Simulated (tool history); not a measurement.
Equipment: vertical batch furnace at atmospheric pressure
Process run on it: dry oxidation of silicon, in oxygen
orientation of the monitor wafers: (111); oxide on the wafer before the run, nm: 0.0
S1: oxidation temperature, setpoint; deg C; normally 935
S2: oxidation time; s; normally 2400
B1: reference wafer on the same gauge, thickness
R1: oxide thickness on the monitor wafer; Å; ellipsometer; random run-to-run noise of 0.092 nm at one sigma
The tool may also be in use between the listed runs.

run 1 day=0.000 | S1=929 S2=2400 | B1=32.31 | R1=271.9
run 2 day=1.833 | S1=929 S2=2400 | B1=32.31 | R1=272.6
run 3 day=15.071 | S1=929 S2=2400 | B1=32.14 | R1=272.5
run 4 day=17.204 | S1=935 S2=2400 | B1=32.12 | R1=287.5
run 5 day=29.933 | S1=935 S2=2400 | B1=31.95 | R1=284.2
run 6 day=32.467 | S1=935 S2=2400 | B1=31.93 | R1=283.1
run 7 day=36.721 | S1=955 S2=2400 | B1=31.88 | R1=338.0
run 8 day=39.071 | S1=941 S2=2400 | B1=31.85 | R1=299.0
run 9 day=41.979 | S1=935 S2=2400 | B1=31.81 | R1=285.0
run 10 day=46.683 | S1=935 S2=2400 | B1=31.74 | R1=281.9
run 11 day=49.858 | S1=935 S2=2820 | B1=31.72 | R1=313.5
-- day=52.088 boat lift adjusted
run 12 day=52.108 | S1=935 S2=2820 | B1=31.66 | R1=314.6
run 13 day=55.608 | S1=935 S2=2400 | B1=31.67 | R1=281.2
-- day=57.862 gauge calibrated
run 14 day=59.996 | S1=935 S2=2400 | B1=32.49 | R1=289.1
run 15 day=61.592 | S1=935 S2=2400 | B1=32.48 | R1=290.0
run 16 day=63.208 | S1=935 S2=1500 | B1=32.46 | R1=209.9
run 17 day=65.583 | S1=935 S2=1500 | B1=32.42 | R1=208.5
run 18 day=67.279 | S1=935 S2=2400 | B1=32.42 | R1=289.3
run 19 day=69.267 | S1=928 S2=3360 | B1=32.39 | R1=341.7
run 20 day=71.412 | S1=949 S2=3270 | B1=32.34 | R1=400.5
run 21 day=73.608 | S1=935 S2=2940 | B1=32.33 | R1=330.4
-- day=77.975 thermocouples replaced and temperature profile calibrated
run 22 day=77.996 | S1=935 S2=2400 | B1=32.27 | R1=287.7
run 23 day=80.808 | S1=935 S2=2400 | B1=32.27 | R1=286.6
run 24 day=82.500 | S1=951 S2=1620 | B1=32.25 | R1=251.6
run 25 day=86.158 | S1=953 S2=2400 | B1=32.15 | R1=332.3
run 26 day=89.417 | S1=957 S2=1710 | B1=32.12 | R1=273.6
run 27 day=92.200 | S1=910 S2=1410 | B1=32.10 | R1=155.5
run 28 day=94.717 | S1=935 S2=2400 | B1=32.02 | R1=286.6
run 29 day=97.262 | S1=935 S2=2400 | B1=32.07 | R1=284.7
run 30 day=99.454 | S1=935 S2=2400 | B1=32.01 | R1=284.7
run 31 day=101.033 | S1=935 S2=2400 | B1=31.99 | R1=285.0
run 32 day=103.950 | S1=935 S2=2730 | B1=31.96 | R1=309.5
run 33 day=106.354 | S1=945 S2=1620 | B1=31.90 | R1=238.1
run 34 day=110.188 | S1=935 S2=1410 | B1=31.88 | R1=196.4

Each row is a separate what-if for the run after 34, all from the same tool condition, not one after another. Results?
run A day=110.400 | S1=923 S2=2400 | B1=? | R1=?
run B day=110.400 | S1=919 S2=2400 | B1=? | R1=?
run C day=110.400 | S1=945 S2=2070 | B1=? | R1=?
run D day=110.400 | S1=955 S2=3600 | B1=? | R1=?
run E day=110.400 | S1=935 S2=1440 | B1=? | R1=?

run=A B1=31.87 R1=252.9
run=B B1=31.87 R1=243.3
run=C B1=31.87 R1=278.5
run=D B1=31.87 R1=442.8
run=E B1=31.87 R1=198.9
Take away the tool's hidden state, keep each run's random variation, and the runs would have read:
run=A R1=257.9
run=B R1=248.1
run=C R1=284.0
run=D R1=451.5
run=E R1=202.9
